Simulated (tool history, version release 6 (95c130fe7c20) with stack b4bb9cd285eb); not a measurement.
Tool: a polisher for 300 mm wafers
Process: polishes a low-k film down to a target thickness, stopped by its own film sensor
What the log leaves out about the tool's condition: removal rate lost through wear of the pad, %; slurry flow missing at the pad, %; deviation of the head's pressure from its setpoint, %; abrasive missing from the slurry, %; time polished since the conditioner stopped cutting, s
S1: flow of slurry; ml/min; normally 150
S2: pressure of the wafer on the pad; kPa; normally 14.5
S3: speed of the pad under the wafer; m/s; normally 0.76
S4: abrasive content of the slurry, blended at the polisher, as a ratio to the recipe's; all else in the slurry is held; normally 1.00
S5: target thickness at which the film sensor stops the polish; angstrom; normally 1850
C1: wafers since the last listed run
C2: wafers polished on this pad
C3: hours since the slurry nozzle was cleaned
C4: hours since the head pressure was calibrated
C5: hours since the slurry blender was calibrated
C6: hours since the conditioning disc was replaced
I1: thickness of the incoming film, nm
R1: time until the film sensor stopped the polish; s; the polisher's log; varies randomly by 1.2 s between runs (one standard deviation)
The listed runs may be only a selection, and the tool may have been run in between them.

Run 1, hour 0.0: usual settings but S5 1890 angstrom; C1 0; C2 720; C3 544.3; C4 876.2; C5 357.4; C6 217.8; I1 226.1. Result: R1 118.0 s.
Run 2, hour 17.6: usual settings but S1 130 ml/min, S4 1.20; C1 202; C2 922; C3 561.9; C4 893.8; C5 375.0; C6 235.4; I1 230.1. Result: R1 132.5 s.
Run 3, hour 28.9: usual settings but S1 120 ml/min, S4 1.25; C1 129; C2 1052; C3 573.2; C4 905.1; C5 386.3; C6 246.7; I1 226.5. Result: R1 122.9 s.
At hour 39.8: worn pad replaced by a new one.
Run 4, hour 42.2: usual settings but S1 120 ml/min, S4 1.25; C1 106; C2 27; C3 586.5; C4 918.4; C5 399.6; C6 260.0; I1 230.5. Result: R1 135.1 s.
At hour 45.0: slurry blender recalibrated.
Run 5, hour 52.4: usual settings; C1 94; C2 121; C3 596.7; C4 928.6; C5 7.4; C6 270.2; I1 231.6. Result: R1 150.9 s.
Run 6, hour 64.2: usual settings; C1 135; C2 256; C3 608.5; C4 940.4; C5 19.2; C6 282.0; I1 232.4. Result: R1 154.3 s.
Run 7, hour 73.5: usual settings; C1 106; C2 363; C3 617.8; C4 949.7; C5 28.5; C6 291.3; I1 233.5. Result: R1 155.6 s.
Run 8, hour 84.0: usual settings; C1 120; C2 483; C3 628.3; C4 960.2; C5 39.0; C6 301.8; I1 231.7. Result: R1 152.1 s.
Run 9, hour 98.3: usual settings but S1 130 ml/min; C1 164; C2 648; C3 642.6; C4 974.5; C5 53.3; C6 316.1; I1 233.4. Result: R1 162.1 s.
Run 10, hour 109.2: usual settings; C1 125; C2 773; C3 653.5; C4 985.4; C5 64.2; C6 327.0; I1 229.6. Result: R1 146.0 s.
Run 11, hour 123.1: usual settings but S3 0.54 m/s, S4 0.90; C1 159; C2 932; C3 667.4; C4 999.3; C5 78.1; C6 340.9; I1 230.0. Result: R1 206.3 s.
At hour 128.3: worn pad replaced by a new one.
Run 12, hour 138.6: usual settings but S3 1.00 m/s; C1 132; C2 117; C3 682.9; C4 1014.8; C5 93.6; C6 356.4; I1 233.2. Result: R1 127.9 s.
Run 13, hour 156.1: usual settings; C1 200; C2 318; C3 700.4; C4 1032.3; C5 111.1; C6 373.9; I1 230.1. Result: R1 147.4 s.
Run 14, hour 167.9: usual settings but S5 1900 angstrom; C1 135; C2 454; C3 712.2; C4 1044.1; C5 122.9; C6 385.7; I1 228.9. Result: R1 129.1 s.
Run 15, hour 180.4: usual settings but S1 185 ml/min, S3 0.50 m/s, S5 1900 angstrom; C1 143; C2 597; C3 724.7; C4 1056.6; C5 135.4; C6 398.2; I1 233.9. Result: R1 189.4 s.
At hour 193.4: conditioning disc replaced and pad reconditioned.
Run 16, hour 193.9: usual settings but S1 190 ml/min, S3 0.96 m/s, S4 1.10, S5 1750 angstrom; C1 132; C2 729; C3 738.2; C4 1070.1; C5 148.9; C6 0.5; I1 227.9. Result: R1 129.5 s.
Run 17, hour 207.6: usual settings but S1 120 ml/min, S3 0.58 m/s, S4 0.80, S5 1780 angstrom; C1 157; C2 887; C3 751.9; C4 1083.8; C5 162.6; C6 14.2; I1 228.2. Result: R1 272.4 s.
At hour 216.0: worn pad replaced by a new one.
Run 18, hour 216.7: usual settings but S3 0.52 m/s, S4 0.85, S5 1940 angstrom; C1 58; C2 8; C3 761.0; C4 1092.9; C5 171.7; C6 23.3; I1 232.6. Result: R1 202.6 s.
Run 19, hour 224.6: usual settings but S3 0.54 m/s; C1 90; C2 98; C3 768.9; C4 1100.8; C5 179.6; C6 31.2; I1 230.2. Result: R1 196.3 s.
At hour 229.1: slurry nozzle cleaned.
At hour 229.4: head pressure recalibrated.
Run 20, hour 238.0: usual settings but S1 115 ml/min, S5 1810 angstrom; C1 138; C2 237; C3 8.9; C4 8.6; C5 193.0; C6 44.6; I1 230.1. Result: R1 163.3 s.
Run 21, hour 251.4: usual settings; C1 153; C2 391; C3 22.3; C4 22.0; C5 206.4; C6 58.0; I1 228.4. Result: R1 135.3 s.
Run 22, hour 273.2: usual settings; C1 250; C2 641; C3 44.1; C4 43.8; C5 228.2; C6 79.8; I1 230.1. Result: R1 140.1 s.
Run 23, hour 286.2: usual settings but S1 105 ml/min, S4 1.10, S5 1930 angstrom; C1 149; C2 790; C3 57.1; C4 56.8; C5 241.2; C6 92.8; I1 225.9. Result: R1 104.2 s.
Run 24, hour 299.5: usual settings but S2 13.1 kPa, S3 1.00 m/s, S5 1960 angstrom; C1 152; C2 943; C3 70.4; C4 70.1; C5 254.5; C6 106.1; I1 229.9. Result: R1 94.4 s.
At hour 307.7: worn pad replaced by a new one.
Run 25, hour 308.2: usual settings but S2 11.0 kPa, S3 0.64 m/s; C1 53; C2 5; C3 79.1; C4 78.8; C5 263.2; C6 114.8; I1 226.6. Result: R1 194.2 s.
Run 26, hour 323.6: usual settings but S1 125 ml/min, S2 16.5 kPa, S4 1.25, S5 1930 angstrom; C1 176; C2 182; C3 94.5; C4 94.2; C5 278.6; C6 130.2; I1 226.9. Result: R1 83.3 s.

Hidden state or all else? Some run-to-run changes of R1, split into what the settings, what came in and random variation would give without the hidden state, and what is left for the hidden state (with any gauge scatter that isn't in both results):
Run 16 -> 17: S1 190 -> 120, S3 0.96 -> 0.58, S4 1.10 -> 0.80, S5 1750 -> 1780. R1 +142.9 s: hidden state +15.7, all else +127.2.
Run 19 -> 20: S1 150 -> 115, S3 0.54 -> 0.76, S5 1850 -> 1810, slurry nozzle cleaned, head pressure recalibrated. R1 -33.0 s: hidden state -12.3, all else -20.7.
Run 25 -> 26: S1 150 -> 125, S2 11.0 -> 16.5, S3 0.64 -> 0.76, S4 1.00 -> 1.25, S5 1850 -> 1930. R1 -110.9 s: hidden state -0.6, all else -110.3.
